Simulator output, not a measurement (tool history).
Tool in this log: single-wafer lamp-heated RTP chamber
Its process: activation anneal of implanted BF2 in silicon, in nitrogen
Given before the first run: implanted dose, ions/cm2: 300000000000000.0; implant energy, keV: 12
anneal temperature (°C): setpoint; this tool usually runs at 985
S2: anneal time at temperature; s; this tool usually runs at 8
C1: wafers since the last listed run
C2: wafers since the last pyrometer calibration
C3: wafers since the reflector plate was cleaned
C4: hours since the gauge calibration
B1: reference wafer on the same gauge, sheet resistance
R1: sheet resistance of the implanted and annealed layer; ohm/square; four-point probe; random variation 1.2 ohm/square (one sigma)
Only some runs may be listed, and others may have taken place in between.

run 1 hour=0.0 | anneal_temperature_(°C)=985 S2=7 | C1=0 C2=5062 C3=9082 C4=91.0 | B1=344.50 | R1=412.11
run 2 hour=27.6 | anneal_temperature_(°C)=985 S2=7 | C1=317 C2=5379 C3=9399 C4=118.6 | B1=344.37 | R1=411.49
run 3 hour=42.4 | anneal_temperature_(°C)=985 S2=8 | C1=170 C2=5549 C3=9569 C4=133.4 | B1=344.15 | R1=408.23
run 4 hour=54.7 | anneal_temperature_(°C)=985 S2=8 | C1=141 C2=5690 C3=9710 C4=145.7 | B1=344.04 | R1=409.62
run 5 hour=89.1 | anneal_temperature_(°C)=985 S2=8 | C1=395 C2=6086 C3=10106 C4=180.1 | B1=344.22 | R1=411.77
run 6 hour=113.0 | anneal_temperature_(°C)=985 S2=8 | C1=274 C2=6360 C3=10380 C4=204.0 | B1=343.60 | R1=410.81
run 7 hour=128.2 | anneal_temperature_(°C)=985 S2=8 | C1=174 C2=6535 C3=10555 C4=219.2 | B1=343.47 | R1=407.28
run 8 hour=155.6 | anneal_temperature_(°C)=985 S2=8 | C1=314 C2=6850 C3=10870 C4=246.6 | B1=343.70 | R1=409.75
run 9 hour=168.6 | anneal_temperature_(°C)=985 S2=8 | C1=149 C2=6999 C3=11019 C4=259.6 | B1=343.85 | R1=408.30
-- hour=170.8 gauge calibrated
run 10 hour=182.9 | anneal_temperature_(°C)=985 S2=8 | C1=164 C2=7164 C3=11184 C4=12.1 | B1=344.06 | R1=410.90
run 11 hour=199.4 | anneal_temperature_(°C)=985 S2=13 | C1=189 C2=7353 C3=11373 C4=28.6 | B1=343.79 | R1=402.83
run 12 hour=223.6 | anneal_temperature_(°C)=1001 S2=8 | C1=278 C2=7631 C3=11651 C4=52.8 | B1=343.80 | R1=400.80
run 13 hour=252.1 | anneal_temperature_(°C)=1013 S2=8 | C1=327 C2=7959 C3=11979 C4=81.3 | B1=344.01 | R1=396.02
-- hour=277.0 reflector plate cleaned
-- hour=292.6 pyrometer window cleaned and pyrometer calibrated
run 14 hour=293.1 | anneal_temperature_(°C)=993 S2=12 | C1=287 C2=5 C3=92 C4=122.3 | B1=343.91 | R1=406.52
run 15 hour=301.4 | anneal_temperature_(°C)=985 S2=11 | C1=95 C2=101 C3=188 C4=130.6 | B1=343.97 | R1=413.83
run 16 hour=318.9 | anneal_temperature_(°C)=967 S2=5 | C1=201 C2=302 C3=389 C4=148.1 | B1=343.80 | R1=446.19
run 17 hour=341.9 | anneal_temperature_(°C)=985 S2=8 | C1=264 C2=566 C3=653 C4=171.1 | B1=344.07 | R1=416.38
run 18 hour=371.5 | anneal_temperature_(°C)=1012 S2=8 | C1=340 C2=906 C3=993 C4=200.7 | B1=344.51 | R1=398.18
run 19 hour=406.7 | anneal_temperature_(°C)=960 S2=6 | C1=404 C2=1311 C3=1398 C4=235.9 | B1=343.61 | R1=455.88
run 20 hour=434.3 | anneal_temperature_(°C)=985 S2=8 | C1=317 C2=1628 C3=1715 C4=263.5 | B1=343.87 | R1=413.08

Here are 5 independent what-if runs from the current tool condition. What would each one return?
run A hour=434.7 | anneal_temperature_(°C)=971 S2=8 | C1=4 C2=1633 C3=1720 C4=263.9 | B1=? | R1=?
run B hour=434.7 | anneal_temperature_(°C)=955 S2=12 | C1=4 C2=1633 C3=1720 C4=263.9 | B1=? | R1=?
run C hour=434.7 | anneal_temperature_(°C)=999 S2=4 | C1=4 C2=1633 C3=1720 C4=263.9 | B1=? | R1=?
run D hour=434.7 | anneal_temperature_(°C)=1004 S2=10 | C1=4 C2=1633 C3=1720 C4=263.9 | B1=? | R1=?
run E hour=434.7 | anneal_temperature_(°C)=971 S2=3 | C1=4 C2=1633 C3=1720 C4=263.9 | B1=? | R1=?

run=A B1=344.12 R1=430.15
run=B B1=344.12 R1=455.05
run=C B1=344.12 R1=409.97
run=D B1=344.12 R1=399.30
run=E B1=344.12 R1=439.09
Stripped of hidden state, with their random variation kept, the same runs would have yielded:
run=A R1=434.36
run=B R1=461.90
run=C R1=411.47
run=D R1=400.54
run=E R1=443.53

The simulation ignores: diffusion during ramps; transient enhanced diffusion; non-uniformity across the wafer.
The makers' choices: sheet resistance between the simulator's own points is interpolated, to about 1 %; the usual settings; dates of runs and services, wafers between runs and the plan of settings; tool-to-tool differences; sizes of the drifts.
